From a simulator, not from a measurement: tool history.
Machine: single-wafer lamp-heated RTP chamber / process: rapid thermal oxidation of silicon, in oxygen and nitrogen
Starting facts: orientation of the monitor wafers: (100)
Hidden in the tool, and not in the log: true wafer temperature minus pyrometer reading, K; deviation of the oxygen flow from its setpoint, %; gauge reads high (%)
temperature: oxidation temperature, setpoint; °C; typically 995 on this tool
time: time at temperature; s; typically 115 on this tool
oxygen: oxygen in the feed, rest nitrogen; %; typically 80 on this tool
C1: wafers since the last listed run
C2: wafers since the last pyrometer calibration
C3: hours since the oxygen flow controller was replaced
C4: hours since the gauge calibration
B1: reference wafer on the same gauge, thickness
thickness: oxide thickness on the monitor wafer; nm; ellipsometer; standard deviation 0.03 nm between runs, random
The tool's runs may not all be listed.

Run 1, hour 0.0: usual settings; C1 0; C2 475; C3 1959.0; C4 193.5; B1 6.950. Result: thickness 7.318 nm.
Run 2, hour 32.1: usual settings; C1 312; C2 787; C3 1991.1; C4 225.6; B1 6.951. Result: thickness 7.285 nm.
Run 3, hour 82.3: usual settings; C1 488; C2 1275; C3 2041.3; C4 275.8; B1 6.969. Result: thickness 7.388 nm.
Run 4, hour 130.0: usual settings; C1 463; C2 1739; C3 2089.0; C4 323.5; B1 6.964. Result: thickness 7.371 nm.
Run 5, hour 177.0: usual settings; C1 456; C2 2195; C3 2136.0; C4 370.5; B1 6.967. Result: thickness 7.363 nm.
Run 6, hour 212.9: usual settings; C1 349; C2 2545; C3 2171.9; C4 406.4; B1 6.958. Result: thickness 7.376 nm.
Run 7, hour 243.1: usual settings but temperature 1011 °C; C1 293; C2 2838; C3 2202.1; C4 436.6; B1 6.959. Result: thickness 8.353 nm.
Run 8, hour 312.8: usual settings but temperature 1011 °C; C1 677; C2 3516; C3 2271.8; C4 506.3; B1 6.960. Result: thickness 8.375 nm.
Run 9, hour 382.4: usual settings; C1 676; C2 4192; C3 2341.4; C4 575.9; B1 6.958. Result: thickness 7.423 nm.
Run 10, hour 435.0: usual settings; C1 511; C2 4704; C3 2394.0; C4 628.5; B1 6.969. Result: thickness 7.468 nm.
At hour 460.4: pyrometer window cleaned and pyrometer calibrated, repeated, since the last time left the tool worse.
Run 11, hour 609.4: usual settings but temperature 984 °C, oxygen 72 %; C1 1617; C2 1448; C3 2568.4; C4 802.9; B1 6.947. Result: thickness 6.233 nm.
Run 12, hour 659.1: usual settings; C1 483; C2 1931; C3 2618.1; C4 852.6; B1 6.956. Result: thickness 6.957 nm.
At hour 707.0: oxygen flow controller replaced.
Run 13, hour 710.6: usual settings; C1 422; C2 2354; C3 3.6; C4 904.1; B1 6.953. Result: thickness 6.997 nm.
Run 14, hour 776.3: usual settings; C1 638; C2 2993; C3 69.3; C4 969.8; B1 6.952. Result: thickness 7.095 nm.
Run 15, hour 806.4: usual settings but temperature 987 °C, time 88 s; C1 292; C2 3285; C3 99.4; C4 999.9; B1 6.959. Result: thickness 5.878 nm.
Run 16, hour 847.6: usual settings but temperature 972 °C, time 59 s, oxygen 71 %; C1 400; C2 3686; C3 140.6; C4 1041.1; B1 6.963. Result: thickness 4.273 nm.
Run 17, hour 903.5: usual settings; C1 543; C2 4229; C3 196.5; C4 1097.0; B1 6.947. Result: thickness 7.149 nm.
Run 18, hour 932.1: usual settings; C1 278; C2 4507; C3 225.1; C4 1125.6; B1 6.969. Result: thickness 7.108 nm.
Run 19, hour 992.0: usual settings; C1 582; C2 5090; C3 285.0; C4 1185.5; B1 6.975. Result: thickness 7.115 nm.
At hour 1022.7: pyrometer window cleaned and pyrometer calibrated.
Run 20, hour 1025.3: usual settings; C1 245; C2 25; C3 318.3; C4 1218.8; B1 6.956. Result: thickness 6.954 nm.
Run 21, hour 1068.2: usual settings; C1 417; C2 442; C3 361.2; C4 1261.7; B1 6.971. Result: thickness 6.953 nm.
Run 22, hour 1115.6: usual settings but temperature 974 °C, time 73 s; C1 460; C2 903; C3 408.6; C4 1309.1; B1 6.962. Result: thickness 4.860 nm.
Run 23, hour 1140.2: usual settings but time 99 s, oxygen 98 %; C1 239; C2 1142; C3 433.2; C4 1333.7; B1 6.959. Result: thickness 7.003 nm.
Run 24, hour 1195.2: usual settings but temperature 1009 °C, time 135 s, oxygen 98 %; C1 534; C2 1677; C3 488.2; C4 1388.7; B1 6.968. Result: thickness 9.055 nm.
At hour 1232.6: gauge calibrated.
Run 25, hour 1245.5: usual settings; C1 489; C2 2166; C3 538.5; C4 12.9; B1 6.966. Result: thickness 7.048 nm.
Run 26, hour 1283.4: usual settings but temperature 1018 °C, time 87 s, oxygen 91 %; C1 368; C2 2534; C3 576.4; C4 50.8; B1 6.961. Result: thickness 7.672 nm.
Run 27, hour 1420.4: usual settings but temperature 1024 °C, time 133 s, oxygen 57 %; C1 1331; C2 3866; C3 713.4; C4 187.8; B1 6.946. Result: thickness 8.276 nm.
Run 28, hour 1466.2: usual settings but temperature 1019 °C, time 61 s, oxygen 98 %; C1 445; C2 4311; C3 759.2; C4 233.6; B1 6.966. Result: thickness 6.871 nm.
Run 29, hour 1528.4: usual settings but temperature 966 °C, time 92 s, oxygen 68 %; C1 604; C2 4916; C3 821.4; C4 295.8; B1 6.968. Result: thickness 4.947 nm.
Run 30, hour 1558.8: usual settings; C1 295; C2 5212; C3 851.8; C4 326.2; B1 6.957. Result: thickness 7.151 nm.
Run 31, hour 1605.7: usual settings but temperature 979 °C, oxygen 62 %; C1 455; C2 5668; C3 898.7; C4 373.1; B1 6.963. Result: thickness 5.833 nm.
Run 32, hour 1645.1: usual settings but temperature 1005 °C, time 61 s, oxygen 98 %; C1 383; C2 6051; C3 938.1; C4 412.5; B1 6.964. Result: thickness 6.258 nm.
At hour 1685.5: pyrometer window cleaned and pyrometer calibrated.
Run 33, hour 1686.0: usual settings but time 92 s, oxygen 98 %; C1 319; C2 5; C3 979.0; C4 453.4; B1 6.974. Result: thickness 6.761 nm.
Run 34, hour 1715.2: usual settings but time 74 s, oxygen 98 %; C1 283; C2 288; C3 1008.2; C4 482.6; B1 6.960. Result: thickness 6.142 nm.
Run 35, hour 1773.9: usual settings; C1 570; C2 859; C3 1066.9; C4 541.3; B1 6.956. Result: thickness 7.031 nm.
Run 36, hour 1800.6: usual settings but oxygen 95 %; C1 259; C2 1119; C3 1093.6; C4 568.0; B1 6.968. Result: thickness 7.453 nm.
Run 37, hour 1848.0: usual settings but time 97 s; C1 460; C2 1580; C3 1141.0; C4 615.4; B1 6.950. Result: thickness 6.475 nm.
Run 38, hour 1889.2: usual settings but time 151 s; C1 400; C2 1980; C3 1182.2; C4 656.6; B1 6.953. Result: thickness 7.936 nm.

List, for all runs, the conditions of the tool that the log does not record:
deviation of the oxygen flow from its setpoint, %: 0 on each run
gauge reads high (%): 0 on each run
H1: true wafer temperature minus pyrometer reading, K
run     H1
  1   7.44
  2   7.67
  3   8.03
  4   8.36
  5    8.7
  6   8.95
  7   9.17
  8   9.66
  9   10.2
 10   10.5
 11   1.31
 12   1.67
 13   2.03
 14    2.5
 15   2.71
 16      3
 17    3.4
 18    3.6
 19   4.03
 20  0.678
 21  0.982
 22   1.32
 23   1.49
 24   1.88
 25   2.24
 26   2.51
 27   3.48
 28   3.81
 29   4.25
 30   4.46
 31    4.8
 32   5.07
 33  0.567
 34  0.774
 35   1.19
 36   1.38
 37   1.72
 38   2.01
